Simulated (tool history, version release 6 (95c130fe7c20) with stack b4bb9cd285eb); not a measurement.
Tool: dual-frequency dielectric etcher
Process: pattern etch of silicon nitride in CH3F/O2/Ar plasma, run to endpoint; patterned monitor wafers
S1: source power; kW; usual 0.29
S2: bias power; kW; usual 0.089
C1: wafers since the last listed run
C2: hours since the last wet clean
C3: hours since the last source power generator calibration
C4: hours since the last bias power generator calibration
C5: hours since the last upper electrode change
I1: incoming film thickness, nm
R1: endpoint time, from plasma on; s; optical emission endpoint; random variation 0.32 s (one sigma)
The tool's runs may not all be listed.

run	hour	S1	S2	C1	C2	C3	C4	C5	I1	R1
1	0	0.32	0.089	0	135.6	1586.6	2152.7	2402.6	39.78	58.7
2	35.4	0.32	0.089	510	171	1622	2188.1	2438	40.22	59.3
# hour 56: bias power generator calibrated
3	65.5	0.29	0.089	376	201.1	1652.1	9.5	2468.1	39.71	60.3
4	77.7	0.29	0.089	175	213.3	1664.3	21.7	2480.3	39.82	61.4
5	112.5	0.29	0.089	501	248.1	1699.1	56.5	2515.1	39.88	61
6	145.2	0.29	0.089	471	280.8	1731.8	89.2	2547.8	39.86	61.2
# hour 173.6: upper electrode replaced
7	174.1	0.29	0.089	70	309.7	1760.7	118.1	0.5	40.02	61.1
8	194.9	0.29	0.089	299	330.5	1781.5	138.9	21.3	40.17	61.8
9	226.8	0.29	0.089	459	362.4	1813.4	170.8	53.2	40.09	62
10	254	0.29	0.089	391	389.6	1840.6	198	80.4	40.05	62
11	285.4	0.29	0.089	452	421	1872	229.4	111.8	39.59	60.8
12	301.7	0.29	0.089	234	437.3	1888.3	245.7	128.1	40.08	61
13	337.1	0.31	0.084	510	472.7	1923.7	281.1	163.5	39.74	60.3
14	370.8	0.22	0.069	485	506.4	1957.4	314.8	197.2	39.93	73.5
15	393.2	0.33	0.081	322	528.8	1979.8	337.2	219.6	39.87	59.5
# hour 401.7: source power generator calibrated
16	412.1	0.29	0.089	214	547.7	10.4	356.1	238.5	39.37	60.5
# hour 439.8: wet clean of the chamber
17	440.3	0.25	0.078	60	0.5	38.6	384.3	266.7	39.45	66.9
18	440.7	0.29	0.079	5	0.9	39	384.7	267.1	40.09	62.5
19	472.7	0.26	0.082	461	32.9	71	416.7	299.1	39.98	65.2
20	489	0.29	0.089	234	49.2	87.3	433	315.4	39.96	61.9
21	507.1	0.29	0.089	260	67.3	105.4	451.1	333.5	39.93	61.7
22	542.1	0.25	0.075	504	102.3	140.4	486.1	368.5	39.89	68.1
23	569.1	0.25	0.078	388	129.3	167.4	513.1	395.5	40.32	68.8
24	590.1	0.29	0.079	302	150.3	188.4	534.1	416.5	39.28	62.7
25	633.4	0.34	0.11	623	193.6	231.7	577.4	459.8	39.89	54.5
26	687.2	0.32	0.11	775	247.4	285.5	631.2	513.6	40.24	56.4
27	708.6	0.34	0.068	308	268.8	306.9	652.6	535	40.12	61.1
28	732.2	0.29	0.089	340	292.4	330.5	676.2	558.6	40.17	62.5
29	767.8	0.27	0.103	512	328	366.1	711.8	594.2	40.25	61.6
30	781	0.32	0.089	190	341.2	379.3	725	607.4	39.9	58.7
31	810.7	0.24	0.099	427	370.9	409	754.7	637.1	40.37	65.5

The next listed run, before its measurement:
32	842.1	0.35	0.105	452	402.3	440.4	786.1	668.5	40.24	?

Run 32 gave R1 54.7 s.
Without the tool's hidden state the same run would have given R1 54.7 s.

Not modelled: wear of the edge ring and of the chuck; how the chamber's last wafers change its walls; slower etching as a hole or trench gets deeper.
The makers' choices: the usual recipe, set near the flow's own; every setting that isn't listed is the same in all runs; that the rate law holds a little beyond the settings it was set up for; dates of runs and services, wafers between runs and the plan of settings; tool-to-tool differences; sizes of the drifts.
